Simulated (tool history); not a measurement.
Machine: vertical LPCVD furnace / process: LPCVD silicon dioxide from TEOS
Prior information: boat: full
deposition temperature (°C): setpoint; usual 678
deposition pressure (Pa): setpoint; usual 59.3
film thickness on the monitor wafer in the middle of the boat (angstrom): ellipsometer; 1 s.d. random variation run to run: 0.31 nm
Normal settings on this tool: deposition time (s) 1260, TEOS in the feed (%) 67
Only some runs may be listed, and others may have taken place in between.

run,hour,deposition temperature (°C),deposition pressure (Pa),deposition time (s),TEOS in the feed (%),wafers since the last listed run,hours since the last temperature calibration,hours since the pressure gauge was zeroed,hours since the TEOS flow controller was replaced,hours since the gauge calibration,"read-back reference wafer on the same gauge, thickness",film thickness on the monitor wafer in the middle of the boat (angstrom)
1,0.0,678,59.3,1620,73,0,2506.4,2028.4,5303.5,5.5,95.05,1463.3
2,102.4,678,59.3,1620,73,1832,2608.8,2130.8,5405.9,107.9,95.09,1460.7
3,147.2,678,59.3,1620,73,801,2653.6,2175.6,5450.7,152.7,95.10,1460.2
4,236.0,678,59.3,1260,67,1589,2742.4,2264.4,5539.5,241.5,94.95,1083.9
5,524.8,678,59.3,1260,67,5168,3031.2,2553.2,5828.3,530.3,95.11,1076.7
6,587.4,669,59.3,1260,67,1120,3093.8,2615.8,5890.9,592.9,95.06,863.4
7,645.5,685,49.3,1260,67,1039,3151.9,2673.9,5949.0,651.0,94.98,1164.3
8,704.9,685,49.3,1260,67,1063,3211.3,2733.3,6008.4,710.4,94.95,1156.9
# hour 746.8: thermocouples replaced and temperature profile calibrated
# hour 792.3: TEOS flow controller replaced
9,860.7,678,59.3,1260,67,1929,113.9,2889.1,68.4,866.2,94.99,1077.3
# hour 881.8: gauge calibrated
# hour 964.5: pressure gauge zeroed
10,965.0,667,59.3,1260,67,1437,218.2,0.5,172.7,83.2,95.00,844.0
11,1017.1,668,59.3,1260,67,932,270.3,52.6,224.8,135.3,94.99,862.0
12,1064.3,686,59.3,1260,67,844,317.5,99.8,272.0,182.5,94.98,1343.9
13,1120.8,669,59.3,1260,67,1011,374.0,156.3,328.5,239.0,94.98,887.5
14,1224.6,678,46.0,1140,55,1857,477.8,260.1,432.3,342.8,95.03,796.0
15,1305.0,678,59.3,1260,67,1438,558.2,340.5,512.7,423.2,94.95,1104.8
16,1389.6,668,53.3,1440,76,1514,642.8,425.1,597.3,507.8,94.87,994.4
17,1459.5,669,59.3,1650,67,1250,712.7,495.0,667.2,577.7,95.13,1161.6
18,1495.9,678,59.3,1260,67,651,749.1,531.4,703.6,614.1,94.97,1100.7
19,1538.6,674,59.3,1260,67,764,791.8,574.1,746.3,656.8,95.00,998.3

5 ways to go on from here, each from the tool as it stands after run 19. What would each give?
A,1543.2,673,59.3,1260,67,82,796.4,578.7,750.9,661.4,?,?
B,1543.2,687,59.3,1260,67,82,796.4,578.7,750.9,661.4,?,?
C,1543.2,685,59.3,1260,56,82,796.4,578.7,750.9,661.4,?,?
D,1543.2,678,59.3,1260,59,82,796.4,578.7,750.9,661.4,?,?
E,1543.2,674,45.3,900,67,82,796.4,578.7,750.9,661.4,?,?

run,"read-back reference wafer on the same gauge, thickness",film thickness on the monitor wafer in the middle of the boat (angstrom)
A,95.00,975.8
B,95.00,1370.5
C,95.00,1194.3
D,95.00,1035.0
E,95.00,624.3
Without the tool's unlogged condition, the same runs would have read:
run,film thickness on the monitor wafer in the middle of the boat (angstrom)
A,976.8
B,1371.7
C,1195.4
D,1036.0
E,625.0
